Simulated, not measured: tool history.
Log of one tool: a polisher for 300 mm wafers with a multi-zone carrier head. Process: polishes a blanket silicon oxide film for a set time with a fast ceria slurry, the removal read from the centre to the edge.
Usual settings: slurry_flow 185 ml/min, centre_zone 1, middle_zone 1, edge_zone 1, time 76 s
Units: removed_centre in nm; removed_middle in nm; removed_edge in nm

| run | hour | slurry_flow | centre_zone | middle_zone | edge_zone | time | incoming thickness of the incoming film, nm | removed_centre | removed_middle | removed_edge |
|---|---|---|---|---|---|---|---|---|---|---|
| 1 | 0 | 210 | 1 | 1 | 1 | 76 | 3161 | 686.2 | 716.4 | 705 |
| 2 | 53.7 | 210 | 1 | 1 | 1 | 76 | 3112 | 649.9 | 699.4 | 695.1 |
|  | 110.3 | worn pad replaced by a new one |
| 3 | 110.8 | 210 | 1 | 1 | 1 | 76 | 3170.3 | 752.9 | 788.1 | 780.7 |
|  | 136 | slurry nozzle cleaned |
| 4 | 159.4 | 185 | 0.97 | 1 | 0.93 | 76 | 3154.7 | 653.7 | 736.3 | 707 |
|  | 216.3 | carrier head's membrane replaced by a new one |
| 5 | 221.6 | 185 | 0.97 | 1 | 0.93 | 76 | 3132.6 | 613.5 | 708.3 | 687.5 |
| 6 | 267.1 | 185 | 0.97 | 1 | 0.93 | 76 | 3149.8 | 614.3 | 682.5 | 669.7 |
| 7 | 300.3 | 205 | 1 | 1 | 1 | 76 | 3129.4 | 616.1 | 698.2 | 691.7 |
|  | 323.4 | worn pad replaced by a new one |
| 8 | 333.9 | 205 | 1 | 1 | 1 | 76 | 3162.7 | 714.4 | 788.4 | 777.8 |
| 9 | 398.3 | 205 | 1 | 1 | 1 | 76 | 3131.1 | 654.3 | 735.3 | 734.6 |
|  | 418.2 | edge zone pressure recalibrated |
| 10 | 455.3 | 185 | 1 | 1.06 | 1 | 76 | 3144.8 | 623.9 | 741.3 | 702.4 |
|  | 473.1 | slurry nozzle cleaned |
|  | 474.6 | centre zone pressure recalibrated |
| 11 | 524.5 | 185 | 1 | 1 | 1 | 76 | 3186.4 | 719.9 | 682 | 689.8 |
| 12 | 561.1 | 185 | 1 | 0.89 | 1.03 | 66 | 3147.9 | 610 | 546.8 | 603.8 |
|  | 585.2 | worn pad replaced by a new one |
| 13 | 632 | 185 | 1 | 1 | 1 | 76 | 3126.9 | 727.2 | 750.8 | 739.2 |
| 14 | 680 | 135 | 1 | 1 | 0.95 | 76 | 3190.8 | 679.7 | 686 | 671.2 |
| 15 | 708.1 | 220 | 1 | 1.08 | 0.92 | 76 | 3124 | 739.7 | 782.6 | 686.7 |
| 16 | 778.2 | 185 | 1 | 1 | 1.08 | 99 | 3088.3 | 910.2 | 917.8 | 925.2 |
|  | 786.6 | slurry nozzle cleaned |
| 17 | 803.6 | 185 | 0.96 | 1 | 1 | 76 | 3120 | 665.9 | 697.8 | 678.3 |
|  | 855.3 | worn pad replaced by a new one |
| 18 | 860.7 | 230 | 1.09 | 1.04 | 1.05 | 76 | 3168.8 | 876.7 | 820.9 | 800.5 |
| 19 | 914.8 | 185 | 1 | 1 | 1 | 76 | 3140.5 | 715.2 | 731 | 735.5 |
| 20 | 943.2 | 125 | 1 | 1.08 | 0.97 | 76 | 3179.2 | 676.2 | 724.5 | 679.1 |
| 21 | 999.3 | 135 | 1 | 0.95 | 1 | 76 | 3077.1 | 641.4 | 639.6 | 676.5 |
| 22 | 1035.8 | 185 | 1 | 1 | 1 | 76 | 3142.5 | 668.3 | 691.4 | 699.5 |

4 ways to go on from here, each from the tool as it stands after run 22. What would each give?
| A | 1036.2 | 185 | 1 | 1 | 1 | 76 | 3144.1 | ? | ? | ? |
| B | 1036.2 | 220 | 1.05 | 1 | 0.96 | 76 | 3144.1 | ? | ? | ? |
| C | 1036.2 | 160 | 0.97 | 0.93 | 1 | 91 | 3144.1 | ? | ? | ? |
| D | 1036.2 | 185 | 1.08 | 1 | 1 | 61 | 3144.1 | ? | ? | ? |

| run | removed_centre | removed_middle | removed_edge |
|---|---|---|---|
| A | 661.8 | 698.1 | 696 |
| B | 712.2 | 713.1 | 696.6 |
| C | 750.9 | 771 | 822.1 |
| D | 574.2 | 560.1 | 558.7 |
Without the tool's hidden state the same runs would have given:
| run | removed_centre | removed_middle | removed_edge |
|---|---|---|---|
| A | 788.3 | 789.2 | 787.1 |
| B | 848.2 | 806.2 | 787.8 |
| C | 894.7 | 871.7 | 929.6 |
| D | 683.8 | 633.2 | 631.8 |
